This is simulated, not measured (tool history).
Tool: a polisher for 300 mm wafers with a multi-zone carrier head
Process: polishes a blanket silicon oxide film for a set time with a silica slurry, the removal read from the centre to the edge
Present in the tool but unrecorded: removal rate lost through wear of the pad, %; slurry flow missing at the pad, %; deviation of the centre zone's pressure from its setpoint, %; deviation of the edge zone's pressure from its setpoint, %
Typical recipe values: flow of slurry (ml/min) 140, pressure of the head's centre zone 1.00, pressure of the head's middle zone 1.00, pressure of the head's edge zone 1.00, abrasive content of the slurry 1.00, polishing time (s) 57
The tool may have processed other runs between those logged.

run	day	flow of slurry (ml/min)	pressure of the head's centre zone	pressure of the head's middle zone	pressure of the head's edge zone	abrasive content of the slurry	polishing time (s)	wafers since the last listed run	wafers polished on this pad	hours since the slurry nozzle was cleaned	hours since the centre zone pressure was calibrated	hours since the edge zone pressure was calibrated	hours since the carrier head's membrane was replaced	incoming thickness of the incoming film, nm	film removed at the wafer's centre (nm)	film removed at mid-radius (nm)	film removed at the wafer's edge (nm)
1	0.000	140	1.00	0.92	1.00	0.85	57	0	307	201.8	270.9	72.2	365.8	1755.6	110.3	109.2	113.8
2	3.725	140	1.00	0.92	1.00	0.85	57	749	1056	291.2	360.3	161.6	455.2	1747.9	106.6	110.3	116.6
3	6.362	140	1.00	0.92	1.00	0.85	57	530	1587	354.5	423.6	224.9	518.5	1725.8	103.9	105.9	114.0
# day 6.900: slurry nozzle cleaned
4	10.412	140	1.05	1.00	1.00	1.00	57	806	2393	84.3	520.8	322.1	615.7	1727.8	111.6	115.9	115.4
# day 12.025: worn pad replaced by a new one
5	13.758	140	1.05	1.00	1.00	1.00	57	639	348	164.6	601.1	402.4	696.0	1744.0	117.8	121.6	118.0
6	17.567	140	1.05	1.00	1.00	1.00	57	766	1114	256.0	692.5	493.8	787.4	1745.9	114.4	119.3	117.7
# day 20.796: centre zone pressure recalibrated
# day 21.054: slurry nozzle cleaned
7	21.829	140	1.00	1.00	1.00	1.00	57	832	1947	18.6	24.8	596.1	889.7	1743.7	115.0	115.5	115.1
8	25.092	140	1.00	1.00	1.00	1.00	57	656	2603	96.9	103.1	674.4	968.0	1736.9	109.8	113.8	112.4
# day 25.808: worn pad replaced by a new one
9	28.004	140	0.92	1.04	1.00	1.00	57	552	441	166.8	173.0	744.3	1037.9	1757.4	105.7	123.6	122.4
# day 30.071: carrier head's membrane replaced by a new one
10	31.983	140	1.00	1.00	1.00	1.00	57	758	1200	262.3	268.5	839.8	45.9	1719.6	112.2	121.5	120.4
# day 37.562: slurry nozzle cleaned
# day 37.579: edge zone pressure recalibrated
# day 39.821: worn pad replaced by a new one
11	42.471	140	1.00	1.00	1.04	1.20	57	2064	533	117.8	520.2	117.4	297.6	1746.3	117.5	128.0	130.3
12	45.617	140	1.06	1.00	1.00	1.00	57	632	1166	193.3	595.7	192.9	373.1	1736.1	115.3	118.1	118.9
13	49.683	140	1.00	1.00	1.00	1.25	57	818	1984	290.9	693.3	290.5	470.7	1742.9	110.1	124.4	124.4
14	51.492	140	1.00	1.00	1.00	1.15	57	363	2348	334.3	736.7	333.9	514.1	1726.8	106.7	119.5	122.7
15	54.392	165	1.00	1.00	1.00	0.75	57	583	2931	403.9	806.3	403.5	583.7	1741.5	94.0	106.6	102.4
# day 54.833: worn pad replaced by a new one
# day 55.029: slurry nozzle cleaned
# day 55.079: centre zone pressure recalibrated
16	58.783	140	1.00	1.08	1.00	1.00	57	831	776	90.1	88.9	508.9	689.1	1740.7	119.0	124.2	122.5
17	62.833	140	1.00	1.00	1.00	1.00	57	814	1591	187.3	186.1	606.1	786.3	1745.5	114.7	118.0	118.1
18	66.538	140	1.00	1.00	1.00	1.00	57	745	2336	276.2	275.0	695.0	875.2	1752.9	107.7	114.7	115.5
# day 67.004: worn pad replaced by a new one
# day 69.083: slurry nozzle cleaned
19	69.921	110	0.92	1.00	1.00	0.70	41	638	578	20.1	356.2	776.2	956.4	1768.6	61.7	72.5	71.6

Branching from run 19: 4 alternative next runs. What would each branch give?
A	69.938	140	1.00	1.00	1.00	1.00	57	3	581	20.5	356.6	776.6	956.8	1706.4	?	?	?
B	69.938	140	0.89	0.94	1.00	1.00	57	3	581	20.5	356.6	776.6	956.8	1706.4	?	?	?
C	69.938	140	1.00	1.00	1.04	1.00	57	3	581	20.5	356.6	776.6	956.8	1706.4	?	?	?
D	69.938	140	0.96	1.09	1.00	0.70	57	3	581	20.5	356.6	776.6	956.8	1706.4	?	?	?

run	film removed at the wafer's centre (nm)	film removed at mid-radius (nm)	film removed at the wafer's edge (nm)
A	111.4	120.6	120.9
B	98.9	116.7	120.9
C	111.4	120.6	123.2
D	94.7	112.2	107.0
Without the tool's hidden state the same runs would have given:
run	film removed at the wafer's centre (nm)	film removed at mid-radius (nm)	film removed at the wafer's edge (nm)
A	123.4	122.1	122.4
B	109.7	118.1	122.4
C	123.4	122.1	124.7
D	105.0	113.6	108.4
